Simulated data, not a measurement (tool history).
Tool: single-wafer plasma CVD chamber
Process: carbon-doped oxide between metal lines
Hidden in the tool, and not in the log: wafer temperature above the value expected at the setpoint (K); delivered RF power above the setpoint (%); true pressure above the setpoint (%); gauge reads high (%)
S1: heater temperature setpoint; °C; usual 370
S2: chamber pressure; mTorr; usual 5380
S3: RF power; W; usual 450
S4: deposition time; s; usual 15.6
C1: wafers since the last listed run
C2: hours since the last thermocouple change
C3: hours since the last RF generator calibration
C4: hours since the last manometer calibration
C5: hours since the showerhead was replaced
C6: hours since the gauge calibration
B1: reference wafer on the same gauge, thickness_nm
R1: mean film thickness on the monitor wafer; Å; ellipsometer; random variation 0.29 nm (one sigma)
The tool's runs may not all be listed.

Run 1, hour 0.0: usual settings but S3 495 W; C1 0; C2 1456.6; C3 271.1; C4 1085.5; C5 6000.5; C6 1622.4; B1 91.594. Result: R1 829.35 Å.
Run 2, hour 79.4: usual settings but S3 495 W; C1 3036; C2 1536.0; C3 350.5; C4 1164.9; C5 6079.9; C6 1701.8; B1 91.575. Result: R1 822.78 Å.
Run 3, hour 177.1: usual settings but S3 495 W; C1 3735; C2 1633.7; C3 448.2; C4 1262.6; C5 6177.6; C6 1799.5; B1 91.620. Result: R1 824.59 Å.
Run 4, hour 228.1: usual settings but S2 4910 mTorr, S4 14.1 s; C1 1950; C2 1684.7; C3 499.2; C4 1313.6; C5 6228.6; C6 1850.5; B1 91.590. Result: R1 675.98 Å.
At hour 277.0: capacitance manometer re-zeroed and calibrated.
Run 5, hour 307.8: usual settings but S1 375 °C, S3 505 W, S4 12.6 s; C1 2741; C2 1764.4; C3 578.9; C4 30.8; C5 6308.3; C6 1930.2; B1 91.652. Result: R1 669.27 Å.
Run 6, hour 351.0: usual settings but S1 359 °C, S2 4640 mTorr, S3 485 W, S4 17.7 s; C1 1651; C2 1807.6; C3 622.1; C4 74.0; C5 6351.5; C6 1973.4; B1 91.607. Result: R1 912.38 Å.
Run 7, hour 409.2: usual settings; C1 2225; C2 1865.8; C3 680.3; C4 132.2; C5 6409.7; C6 2031.6; B1 91.601. Result: R1 751.97 Å.
Run 8, hour 486.1: usual settings but S3 510 W; C1 2940; C2 1942.7; C3 757.2; C4 209.1; C5 6486.6; C6 2108.5; B1 91.648. Result: R1 837.81 Å.
Run 9, hour 576.5: usual settings but S1 364 °C, S2 6480 mTorr, S3 385 W, S4 16.9 s; C1 3456; C2 2033.1; C3 847.6; C4 299.5; C5 6577.0; C6 2198.9; B1 91.578. Result: R1 726.16 Å.
Run 10, hour 653.8: usual settings but S1 359 °C, S2 4640 mTorr, S3 485 W, S4 17.7 s; C1 2955; C2 2110.4; C3 924.9; C4 376.8; C5 6654.3; C6 2276.2; B1 91.640. Result: R1 917.44 Å.
Run 11, hour 750.3: usual settings; C1 3689; C2 2206.9; C3 1021.4; C4 473.3; C5 6750.8; C6 2372.7; B1 91.607. Result: R1 753.19 Å.
Run 12, hour 815.0: usual settings but S1 383 °C, S3 510 W; C1 2473; C2 2271.6; C3 1086.1; C4 538.0; C5 6815.5; C6 2437.4; B1 91.630. Result: R1 805.71 Å.
Run 13, hour 861.3: usual settings but S2 6550 mTorr; C1 1770; C2 2317.9; C3 1132.4; C4 584.3; C5 6861.8; C6 2483.7; B1 91.581. Result: R1 769.01 Å.
At hour 892.6: RF generator calibrated.
Run 14, hour 911.4: usual settings but S2 6690 mTorr, S3 495 W, S4 17.2 s; C1 1609; C2 2368.0; C3 18.8; C4 634.4; C5 6911.9; C6 2533.8; B1 91.671. Result: R1 932.68 Å.
Run 15, hour 973.5: usual settings; C1 2374; C2 2430.1; C3 80.9; C4 696.5; C5 6974.0; C6 2595.9; B1 91.582. Result: R1 761.48 Å.
Run 16, hour 1069.5: usual settings but S2 4380 mTorr, S3 420 W, S4 16.4 s; C1 3670; C2 2526.1; C3 176.9; C4 792.5; C5 7070.0; C6 2691.9; B1 91.598. Result: R1 728.58 Å.
Run 17, hour 1108.9: usual settings but S3 385 W; C1 1506; C2 2565.5; C3 216.3; C4 831.9; C5 7109.4; C6 2731.3; B1 91.557. Result: R1 659.83 Å.
At hour 1189.3: thermocouple changed; heater temperature recalibrated.
Run 18, hour 1190.0: usual settings; C1 2795; C2 0.7; C3 297.4; C4 913.0; C5 7190.5; C6 2812.4; B1 91.631. Result: R1 760.63 Å.
Run 19, hour 1231.1: usual settings but S2 5860 mTorr; C1 1571; C2 41.8; C3 338.5; C4 954.1; C5 7231.6; C6 2853.5; B1 91.588. Result: R1 765.99 Å.
At hour 1256.9: gauge calibrated.
Run 20, hour 1332.0: usual settings but S2 5820 mTorr, S3 395 W, S4 13.1 s; C1 3858; C2 142.7; C3 439.4; C4 1055.0; C5 7332.5; C6 75.1; B1 91.609. Result: R1 569.11 Å.
Run 21, hour 1414.6: usual settings but S1 364 °C, S4 16.9 s; C1 3158; C2 225.3; C3 522.0; C4 1137.6; C5 7415.1; C6 157.7; B1 91.528. Result: R1 823.97 Å.
Run 22, hour 1491.6: usual settings but S2 6680 mTorr, S3 475 W, S4 17.6 s; C1 2944; C2 302.3; C3 599.0; C4 1214.6; C5 7492.1; C6 234.7; B1 91.592. Result: R1 907.64 Å.
At hour 1552.3: showerhead replaced.
Run 23, hour 1596.4: usual settings but S1 377 °C, S2 4650 mTorr, S3 520 W; C1 3701; C2 407.1; C3 703.8; C4 1319.4; C5 44.1; C6 339.5; B1 91.652. Result: R1 813.31 Å.
Run 24, hour 1687.9: usual settings; C1 3498; C2 498.6; C3 795.3; C4 1410.9; C5 135.6; C6 431.0; B1 91.628. Result: R1 752.75 Å.
At hour 1932.4: capacitance manometer re-zeroed and calibrated.
Run 25, hour 2006.3: usual settings but S1 376 °C, S3 490 W, S4 18.3 s; C1 11868; C2 817.0; C3 1113.7; C4 73.9; C5 454.0; C6 749.4; B1 91.554. Result: R1 927.32 Å.
At hour 2080.5: RF generator calibrated.
Run 26, hour 2083.3: usual settings but S3 525 W; C1 2638; C2 894.0; C3 2.8; C4 150.9; C5 531.0; C6 826.4; B1 91.576. Result: R1 871.08 Å.
Run 27, hour 2175.1: usual settings but S3 375 W; C1 3510; C2 985.8; C3 94.6; C4 242.7; C5 622.8; C6 918.2; B1 91.548. Result: R1 643.35 Å.
Run 28, hour 2271.7: usual settings but S2 4440 mTorr, S4 16.8 s; C1 3693; C2 1082.4; C3 191.2; C4 339.3; C5 719.4; C6 1014.8; B1 91.598. Result: R1 805.01 Å.
Run 29, hour 2357.4: usual settings but S1 362 °C, S2 4120 mTorr, S3 420 W, S4 17.7 s; C1 3276; C2 1168.1; C3 276.9; C4 425.0; C5 805.1; C6 1100.5; B1 91.624. Result: R1 798.61 Å.

How the hidden state differs across the entries between the runs, from the last listed run before each to the first after it:
Between runs 4 and 5: capacitance manometer re-zeroed and calibrated (hour 277.0)
  delivered RF power above the setpoint (%): -2.75 -> -2.91
  measured less the result without the state, R1: -17.33 -> -15.41 Å
Between runs 13 and 14: RF generator calibrated (hour 892.6)
  delivered RF power above the setpoint (%): -3.42 -> -0.866
  measured less the result without the state, R1: -24.68 -> -6.25 Å
Between runs 17 and 18: thermocouple changed; heater temperature recalibrated (hour 1189.3)
  delivered RF power above the setpoint (%): -2.15 -> -2.51
  measured less the result without the state, R1: -13.66 -> -17.71 Å
Between runs 19 and 20: gauge calibrated (hour 1256.9)
  delivered RF power above the setpoint (%): -2.66 -> -2.97
  measured less the result without the state, R1: -18.95 -> -16.39 Å
Between runs 22 and 23: showerhead replaced (hour 1552.3)
  delivered RF power above the setpoint (%): -3.31 -> -3.47
  measured less the result without the state, R1: -24.27 -> -22.36 Å
Between runs 24 and 25: capacitance manometer re-zeroed and calibrated (hour 1932.4)
  delivered RF power above the setpoint (%): -3.57 -> -3.78
  measured less the result without the state, R1: -25.22 -> -28.43 Å
Between runs 25 and 26: RF generator calibrated (hour 2080.5)
  delivered RF power above the setpoint (%): -3.78 -> -0.301
  measured less the result without the state, R1: -28.43 -> -2.02 Å
